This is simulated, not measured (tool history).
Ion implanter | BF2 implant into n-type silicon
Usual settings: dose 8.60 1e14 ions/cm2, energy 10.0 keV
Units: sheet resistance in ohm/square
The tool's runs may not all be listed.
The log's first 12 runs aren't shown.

run	hour	dose	energy	read-back reference wafer on the same gauge, sheet resistance	sheet resistance
# hour 174.5: Faraday cup replaced and dose calibrated
13	175.0	8.60	10.0	206.03	236.39
14	184.7	9.99	10.0	206.06	220.16
15	194.8	9.99	10.0	205.97	220.39
16	210.9	9.99	10.0	206.05	220.41
17	224.4	7.23	10.0	205.98	258.86
18	241.5	8.60	10.0	205.98	235.02
19	257.0	6.64	7.5	206.10	298.84
# hour 271.3: extraction supply calibrated
20	271.8	10.46	12.5	205.99	202.34
21	282.2	9.36	7.0	205.90	251.12
22	298.3	8.60	10.0	205.96	236.02
23	306.7	8.60	10.0	205.90	236.19
# hour 315.1: gauge calibrated
24	322.4	8.60	10.0	206.00	235.80
25	337.4	8.60	12.0	205.94	222.32
26	355.1	8.60	10.0	205.95	235.61
27	371.2	10.93	11.0	206.01	207.38
28	379.0	6.98	12.0	206.00	247.64
29	385.4	7.89	6.5	206.02	281.43
30	401.1	10.20	7.0	205.98	240.53
31	411.6	8.60	7.5	206.05	256.89
32	418.1	9.74	9.0	206.07	229.35
33	425.6	8.60	10.0	205.84	235.45

Forecast each of these 5 alternatives for the next run:
A	426.0	6.80	10.0	?	?
B	426.0	7.79	7.0	?	?
C	426.0	10.41	10.0	?	?
D	426.0	6.68	12.0	?	?
E	426.0	10.77	11.5	?	?

run	read-back reference wafer on the same gauge, sheet resistance	sheet resistance
A	205.94	266.53
B	205.94	277.08
C	205.94	216.56
D	205.94	253.92
E	205.94	205.50
Without the tool's hidden state the same runs would have given:
run	sheet resistance
A	268.47
B	279.15
C	217.65
D	255.79
E	206.44

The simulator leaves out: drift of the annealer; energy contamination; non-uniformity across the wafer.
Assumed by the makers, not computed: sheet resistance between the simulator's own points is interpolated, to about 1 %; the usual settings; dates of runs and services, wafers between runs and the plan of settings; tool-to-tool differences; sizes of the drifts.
